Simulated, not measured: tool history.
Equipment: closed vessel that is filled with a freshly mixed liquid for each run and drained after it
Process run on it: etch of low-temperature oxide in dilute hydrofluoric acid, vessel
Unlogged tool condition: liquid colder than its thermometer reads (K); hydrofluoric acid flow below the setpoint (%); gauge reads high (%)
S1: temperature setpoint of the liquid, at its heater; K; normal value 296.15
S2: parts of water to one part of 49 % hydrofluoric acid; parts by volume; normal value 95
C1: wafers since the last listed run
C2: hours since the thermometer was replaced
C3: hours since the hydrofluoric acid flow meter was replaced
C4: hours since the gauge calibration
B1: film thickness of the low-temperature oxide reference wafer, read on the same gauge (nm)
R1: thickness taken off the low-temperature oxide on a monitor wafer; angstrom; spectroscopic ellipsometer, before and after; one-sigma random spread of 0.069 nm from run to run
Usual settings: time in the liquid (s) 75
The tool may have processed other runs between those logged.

run 1 hour=0 | S1=294.15 S2=95 time_in_the_liquid_(s)=75 | C1=0 C2=892.1 C3=584.8 C4=214.8 | B1=89.98 | R1=79.1
run 2 hour=17.8 | S1=296.15 S2=95 time_in_the_liquid_(s)=105 | C1=2409 C2=909.9 C3=602.6 C4=232.6 | B1=89.98 | R1=118.8
run 3 hour=29.2 | S1=296.15 S2=95 time_in_the_liquid_(s)=75 | C1=1543 C2=921.3 C3=614 C4=244 | B1=89.99 | R1=85.5
run 4 hour=42 | S1=296.15 S2=130 time_in_the_liquid_(s)=75 | C1=1732 C2=934.1 C3=626.8 C4=256.8 | B1=89.99 | R1=59.6
run 5 hour=59.6 | S1=296.15 S2=130 time_in_the_liquid_(s)=75 | C1=2382 C2=951.7 C3=644.4 C4=274.4 | B1=90 | R1=58.8
run 6 hour=70 | S1=296.15 S2=130 time_in_the_liquid_(s)=75 | C1=1407 C2=962.1 C3=654.8 C4=284.8 | B1=90.03 | R1=59.3
run 7 hour=87.5 | S1=293.65 S2=70 time_in_the_liquid_(s)=75 | C1=2369 C2=979.6 C3=672.3 C4=302.3 | B1=89.99 | R1=107.6
run 8 hour=102.7 | S1=293.65 S2=70 time_in_the_liquid_(s)=75 | C1=2057 C2=994.8 C3=687.5 C4=317.5 | B1=89.97 | R1=106
run 9 hour=110.9 | S1=293.65 S2=70 time_in_the_liquid_(s)=75 | C1=1110 C2=1003 C3=695.7 C4=325.7 | B1=90 | R1=106.2
run 10 hour=118.9 | S1=296.15 S2=95 time_in_the_liquid_(s)=75 | C1=1083 C2=1011 C3=703.7 C4=333.7 | B1=90.02 | R1=85.4
run 11 hour=126 | S1=296.15 S2=95 time_in_the_liquid_(s)=75 | C1=961 C2=1018.1 C3=710.8 C4=340.8 | B1=89.99 | R1=84.4
run 12 hour=136.8 | S1=296.15 S2=95 time_in_the_liquid_(s)=75 | C1=1462 C2=1028.9 C3=721.6 C4=351.6 | B1=89.99 | R1=83.6
run 13 hour=154.7 | S1=296.15 S2=95 time_in_the_liquid_(s)=75 | C1=2423 C2=1046.8 C3=739.5 C4=369.5 | B1=90.02 | R1=83.5
-- hour=162.9 thermometer replaced
run 14 hour=163.4 | S1=296.15 S2=95 time_in_the_liquid_(s)=75 | C1=1042 C2=0.5 C3=748.2 C4=378.2 | B1=90.01 | R1=84.2
run 15 hour=173 | S1=296.15 S2=95 time_in_the_liquid_(s)=75 | C1=1299 C2=10.1 C3=757.8 C4=387.8 | B1=89.97 | R1=83.1
run 16 hour=187.4 | S1=294.15 S2=115 time_in_the_liquid_(s)=120 | C1=1949 C2=24.5 C3=772.2 C4=402.2 | B1=90.01 | R1=100.8
-- hour=189.8 gauge calibrated
run 17 hour=202.8 | S1=294.65 S2=110 time_in_the_liquid_(s)=90 | C1=2084 C2=39.9 C3=787.6 C4=13 | B1=90.01 | R1=80.1
run 18 hour=211.4 | S1=296.15 S2=50 time_in_the_liquid_(s)=105 | C1=1164 C2=48.5 C3=796.2 C4=21.6 | B1=90 | R1=236.1
run 19 hour=227.7 | S1=293.65 S2=60 time_in_the_liquid_(s)=65 | C1=2206 C2=64.8 C3=812.5 C4=37.9 | B1=89.97 | R1=107.1
run 20 hour=242.5 | S1=299.15 S2=95 time_in_the_liquid_(s)=100 | C1=2003 C2=79.6 C3=827.3 C4=52.7 | B1=89.99 | R1=125
run 21 hour=260.3 | S1=293.65 S2=95 time_in_the_liquid_(s)=75 | C1=2409 C2=97.4 C3=845.1 C4=70.5 | B1=90.01 | R1=74.4
run 22 hour=271.4 | S1=298.65 S2=120 time_in_the_liquid_(s)=120 | C1=1502 C2=108.5 C3=856.2 C4=81.6 | B1=90.02 | R1=110.2
run 23 hour=279.2 | S1=296.15 S2=95 time_in_the_liquid_(s)=40 | C1=1055 C2=116.3 C3=864 C4=89.4 | B1=90.01 | R1=44
-- hour=283.1 hydrofluoric acid flow meter replaced
run 24 hour=290 | S1=296.15 S2=95 time_in_the_liquid_(s)=75 | C1=1326 C2=127.1 C3=6.9 C4=100.2 | B1=90 | R1=91.6
run 25 hour=297.8 | S1=291.65 S2=95 time_in_the_liquid_(s)=75 | C1=1055 C2=134.9 C3=14.7 C4=108 | B1=90 | R1=75.9
run 26 hour=308.5 | S1=296.15 S2=110 time_in_the_liquid_(s)=75 | C1=1448 C2=145.6 C3=25.4 C4=118.7 | B1=90 | R1=76.9
run 27 hour=314.7 | S1=296.15 S2=95 time_in_the_liquid_(s)=75 | C1=839 C2=151.8 C3=31.6 C4=124.9 | B1=90.01 | R1=91.8
run 28 hour=322 | S1=296.15 S2=95 time_in_the_liquid_(s)=100 | C1=988 C2=159.1 C3=38.9 C4=132.2 | B1=90.01 | R1=122
run 29 hour=332.1 | S1=299.65 S2=125 time_in_the_liquid_(s)=75 | C1=1367 C2=169.2 C3=49 C4=142.3 | B1=89.98 | R1=77.2
run 30 hour=339.1 | S1=296.15 S2=65 time_in_the_liquid_(s)=75 | C1=947 C2=176.2 C3=56 C4=149.3 | B1=89.99 | R1=138.4
run 31 hour=349.7 | S1=296.15 S2=95 time_in_the_liquid_(s)=75 | C1=1435 C2=186.8 C3=66.6 C4=159.9 | B1=90 | R1=91.4
run 32 hour=360.8 | S1=294.15 S2=115 time_in_the_liquid_(s)=50 | C1=1502 C2=197.9 C3=77.7 C4=171 | B1=90.03 | R1=45.1
run 33 hour=369.1 | S1=296.15 S2=95 time_in_the_liquid_(s)=75 | C1=1123 C2=206.2 C3=86 C4=179.3 | B1=90.02 | R1=90.2

Each row is a separate what-if for the run after 33, all from the same tool condition, not one after another. Results?
run A hour=369.8 | S1=296.15 S2=60 time_in_the_liquid_(s)=75 | C1=94 C2=206.9 C3=86.7 C4=180 | B1=? | R1=?
run B hour=369.8 | S1=293.15 S2=130 time_in_the_liquid_(s)=75 | C1=94 C2=206.9 C3=86.7 C4=180 | B1=? | R1=?
run C hour=369.8 | S1=291.15 S2=95 time_in_the_liquid_(s)=110 | C1=94 C2=206.9 C3=86.7 C4=180 | B1=? | R1=?
run D hour=369.8 | S1=296.15 S2=135 time_in_the_liquid_(s)=60 | C1=94 C2=206.9 C3=86.7 C4=180 | B1=? | R1=?

run=A B1=89.98 R1=149.8
run=B B1=89.98 R1=56.3
run=C B1=89.98 R1=108.2
run=D B1=89.98 R1=48.6
The same runs, with their run-to-run variation unchanged, on a tool lacking any hidden condition would have given:
run=A R1=152.2
run=B R1=57.3
run=C R1=110
run=D R1=49.4

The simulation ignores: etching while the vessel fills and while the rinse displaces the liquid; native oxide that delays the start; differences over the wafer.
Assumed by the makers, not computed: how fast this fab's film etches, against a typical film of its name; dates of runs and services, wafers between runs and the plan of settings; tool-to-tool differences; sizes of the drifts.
